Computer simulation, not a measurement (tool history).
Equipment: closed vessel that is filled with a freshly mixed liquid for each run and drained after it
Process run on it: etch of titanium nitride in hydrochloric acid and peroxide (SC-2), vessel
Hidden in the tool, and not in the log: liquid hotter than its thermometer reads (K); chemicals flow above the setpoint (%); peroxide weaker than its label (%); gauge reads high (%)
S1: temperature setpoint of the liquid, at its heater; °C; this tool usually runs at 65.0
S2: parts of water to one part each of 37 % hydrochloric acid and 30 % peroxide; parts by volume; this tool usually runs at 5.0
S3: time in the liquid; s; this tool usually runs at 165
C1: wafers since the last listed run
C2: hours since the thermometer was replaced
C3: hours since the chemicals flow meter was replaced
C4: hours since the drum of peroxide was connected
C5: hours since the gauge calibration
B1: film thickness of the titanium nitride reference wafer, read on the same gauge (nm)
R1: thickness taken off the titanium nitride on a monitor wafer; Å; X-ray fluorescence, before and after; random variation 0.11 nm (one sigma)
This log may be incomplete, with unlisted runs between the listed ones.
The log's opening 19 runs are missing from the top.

run	hour	S1	S2	S3	C1	C2	C3	C4	C5	B1	R1
20	1026.3	72.0	5.0	80	5411	360.8	265.1	441.9	306.8	69.99	216.4
21	1078.8	65.0	5.0	165	6895	413.3	317.6	494.4	359.3	70.00	291.6
22	1122.8	69.5	6.0	165	5779	457.3	361.6	538.4	403.3	69.99	334.4
23	1156.5	65.0	5.0	165	4426	491.0	395.3	572.1	437.0	69.99	293.7
# hour 1168.9: chemicals flow meter replaced
24	1194.9	62.0	7.5	115	4912	529.4	26.0	610.5	475.4	70.01	124.7
25	1258.0	60.0	4.0	240	8287	592.5	89.1	673.6	538.5	69.99	366.0
26	1284.9	71.0	4.0	115	3533	619.4	116.0	700.5	565.4	70.01	342.9
# hour 1287.3: thermometer replaced
27	1342.4	65.0	5.0	165	7420	55.1	173.5	758.0	622.9	70.00	295.0
28	1384.8	65.0	5.0	195	5568	97.5	215.9	800.4	665.3	69.97	346.7
29	1424.4	65.0	6.5	75	5201	137.1	255.5	840.0	704.9	69.98	110.3
30	1462.3	65.0	5.0	165	4977	175.0	293.4	877.9	742.8	69.99	293.5

3 options for the next run, each taken on its own from the tool as it stands now. Forecast them:
A	1463.0	65.0	5.0	230	91	175.7	294.1	878.6	743.5	?	?
B	1463.0	57.0	5.0	230	91	175.7	294.1	878.6	743.5	?	?
C	1463.0	60.0	4.0	80	91	175.7	294.1	878.6	743.5	?	?

run	B1	R1
A	69.98	411.5
B	69.98	249.8
C	69.98	122.6
With the hidden condition removed and each run's random variation left untouched, the same runs would have given:
run	R1
A	411.5
B	249.8
C	122.6
